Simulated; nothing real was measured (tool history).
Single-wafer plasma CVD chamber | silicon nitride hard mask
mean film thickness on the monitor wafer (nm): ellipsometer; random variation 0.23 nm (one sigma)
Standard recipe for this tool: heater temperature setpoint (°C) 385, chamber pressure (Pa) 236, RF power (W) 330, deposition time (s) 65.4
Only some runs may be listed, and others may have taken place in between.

run	hour	heater temperature setpoint (°C)	chamber pressure (Pa)	RF power (W)	deposition time (s)	read-back reference wafer on the same gauge, thickness_nm	mean film thickness on the monitor wafer (nm)
1	0	385	212	330	65.4	79.548	77.113
2	14.7	385	212	330	65.4	79.579	77.574
3	23.1	385	236	330	65.4	79.575	81.51
4	35.7	385	249	330	65.4	79.537	83.267
5	47.5	385	249	330	65.4	79.589	83.766
6	64.3	385	249	330	65.4	79.442	84.166
7	81.9	385	236	330	65.4	79.578	81.737
8	97.1	385	236	330	68.9	79.584	86.124
9	113.8	385	236	375	65.4	79.584	90.089
10	123.8	385	236	375	65.4	79.605	89.759
# hour 141: thermocouple changed; heater temperature recalibrated
11	141.5	385	236	375	65.4	79.579	90.035
12	145.1	385	236	330	65.4	79.674	82.007
13	155.5	371	236	385	65.4	79.621	92.2
14	173.3	385	212	330	65.4	79.685	77.756
# hour 187.1: capacitance manometer re-zeroed and calibrated
15	188.9	381	236	330	65.4	79.607	81.602
16	204.1	385	236	360	65.4	79.546	87.289
17	210.7	385	236	330	65.4	79.624	81.594
18	243.5	385	236	330	69	79.469	85.895
# hour 244.3: gauge calibrated
# hour 263.2: RF generator calibrated
# hour 266.2: showerhead replaced
19	266.7	385	236	330	54.6	79.493	68.018
20	302.9	385	181	330	53.5	79.541	57.241
21	316.5	389	193	330	65.4	79.633	73.209
22	324.8	385	185	275	72.3	79.609	67.27
23	339.8	385	236	330	65.4	79.46	81.585
24	353.8	385	236	330	65.4	79.604	81.914
25	369.2	385	236	330	73.5	79.716	91.944

Run-by-run hidden state of the tool:
wafer temperature above the value expected at the setpoint (K): 0 across all the runs
delivered RF power above the setpoint (%): 0 across all the runs
true pressure above the setpoint (%): 0 across all the runs
gauge reads high (%): 0 across all the runs
